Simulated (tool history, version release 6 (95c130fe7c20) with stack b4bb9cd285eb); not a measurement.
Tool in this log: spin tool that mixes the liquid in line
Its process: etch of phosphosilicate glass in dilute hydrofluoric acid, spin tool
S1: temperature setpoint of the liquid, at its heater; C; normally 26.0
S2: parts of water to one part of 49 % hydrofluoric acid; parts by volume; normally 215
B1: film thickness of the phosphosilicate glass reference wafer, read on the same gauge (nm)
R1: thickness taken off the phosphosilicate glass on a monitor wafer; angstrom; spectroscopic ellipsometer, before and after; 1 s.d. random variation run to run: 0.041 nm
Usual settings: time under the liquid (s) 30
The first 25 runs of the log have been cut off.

run 26 day=12.338 | S1=22.0 S2=215 time_under_the_liquid_(s)=30 | B1=30.04 | R1=92.5
run 27 day=12.817 | S1=26.0 S2=245 time_under_the_liquid_(s)=15 | B1=29.97 | R1=45.6
run 28 day=13.208 | S1=26.0 S2=215 time_under_the_liquid_(s)=30 | B1=29.95 | R1=107.1
run 29 day=13.558 | S1=24.5 S2=150 time_under_the_liquid_(s)=30 | B1=30.01 | R1=156.2
run 30 day=14.033 | S1=26.0 S2=215 time_under_the_liquid_(s)=30 | B1=29.97 | R1=106.9
run 31 day=14.296 | S1=26.0 S2=215 time_under_the_liquid_(s)=30 | B1=30.01 | R1=106.8
run 32 day=14.612 | S1=26.0 S2=290 time_under_the_liquid_(s)=30 | B1=29.99 | R1=73.1
run 33 day=15.046 | S1=22.5 S2=180 time_under_the_liquid_(s)=45 | B1=29.96 | R1=175.5

Consider 4 possible next runs. They are alternatives, not a sequence: every one starts from the tool as it was left by run 33. What does each give?
run A day=15.062 | S1=26.0 S2=215 time_under_the_liquid_(s)=30 | B1=? | R1=?
run B day=15.062 | S1=26.0 S2=105 time_under_the_liquid_(s)=45 | B1=? | R1=?
run C day=15.062 | S1=24.5 S2=285 time_under_the_liquid_(s)=30 | B1=? | R1=?
run D day=15.062 | S1=26.0 S2=125 time_under_the_liquid_(s)=15 | B1=? | R1=?

run=A B1=29.99 R1=106.8
run=B B1=29.99 R1=374.5
run=C B1=29.99 R1=70.9
run=D B1=29.99 R1=102.2
The same runs, with their run-to-run variation unchanged, on a tool lacking any hidden condition would have given:
run=A R1=103.9
run=B R1=363.7
run=C R1=69.1
run=D R1=99.3
